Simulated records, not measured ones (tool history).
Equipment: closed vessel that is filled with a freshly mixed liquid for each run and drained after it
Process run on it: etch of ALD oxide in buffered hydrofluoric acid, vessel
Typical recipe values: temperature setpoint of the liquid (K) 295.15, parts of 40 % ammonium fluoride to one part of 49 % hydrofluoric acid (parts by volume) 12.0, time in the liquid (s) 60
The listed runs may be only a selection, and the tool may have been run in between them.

run,day,temperature setpoint of the liquid (K),parts of 40 % ammonium fluoride to one part of 49 % hydrofluoric acid (parts by volume),time in the liquid (s),"read-back film thickness of the ALD oxide reference wafer, read on the same gauge (nm)",thickness taken off the ALD oxide on a monitor wafer (nm)
1,0.000,295.15,12.0,60,90.02,95.91
2,1.508,295.15,12.0,60,89.99,95.90
3,5.933,295.15,12.0,60,89.97,96.82
4,7.846,292.65,12.0,80,90.01,112.95
5,12.200,295.15,12.0,60,90.01,96.29
6,15.179,296.65,12.0,60,89.98,106.89
# day 15.417: hydrofluoric acid flow meter replaced
7,17.558,296.65,12.0,60,90.02,105.06
8,21.817,296.65,12.0,60,89.99,107.07
9,24.512,295.15,12.0,60,89.98,101.14
# day 30.062: gauge calibrated
10,31.204,295.15,8.5,60,90.00,135.68
11,32.871,298.15,8.0,60,90.03,172.49
12,34.838,295.15,12.0,60,89.99,100.45
# day 36.546: hydrofluoric acid flow meter replaced
13,38.067,295.15,12.0,60,90.00,101.84
# day 38.504: thermometer replaced
14,40.779,290.65,8.5,70,90.00,111.20
15,42.479,296.65,14.0,70,90.01,99.06
16,46.029,297.65,13.5,85,89.99,133.82
17,48.812,293.65,15.5,30,90.00,33.03
# day 53.092: hydrofluoric acid flow meter replaced
18,55.317,295.15,12.0,60,90.01,92.59
19,58.492,295.15,12.0,60,89.99,92.92
20,60.638,292.15,15.0,60,89.97,64.72
21,64.046,293.65,13.5,60,89.95,76.91

How would selected steps in thickness taken off the ALD oxide on a monitor wafer (nm) from run to run divide? Give the signed amount a tool lacking its hidden state would still show from settings, what came in and random variation, and the signed amount left for the hidden state, including any gauge scatter that is not in both of the compared results.
Hidden state present: liquid hotter than its thermometer reads (K); hydrofluoric acid flow below the setpoint (%); gauge reads high (%).
Run 11 -> 12: temperature setpoint of the liquid (K) 298.15 -> 295.15, parts of 40 % ammonium fluoride to one part of 49 % hydrofluoric acid (parts by volume) 8.0 -> 12.0. thickness taken off the ALD oxide on a monitor wafer (nm) -72.04: hidden state -7.03, all else -65.01.
Run 13 -> 14: temperature setpoint of the liquid (K) 295.15 -> 290.65, parts of 40 % ammonium fluoride to one part of 49 % hydrofluoric acid (parts by volume) 12.0 -> 8.5, time in the liquid (s) 60 -> 70, thermometer replaced. thickness taken off the ALD oxide on a monitor wafer (nm) +9.36: hidden state -10.27, all else +19.63.
Run 16 -> 17: temperature setpoint of the liquid (K) 297.65 -> 293.65, parts of 40 % ammonium fluoride to one part of 49 % hydrofluoric acid (parts by volume) 13.5 -> 15.5, time in the liquid (s) 85 -> 30. thickness taken off the ALD oxide on a monitor wafer (nm) -100.79: hidden state -1.74, all else -99.05.
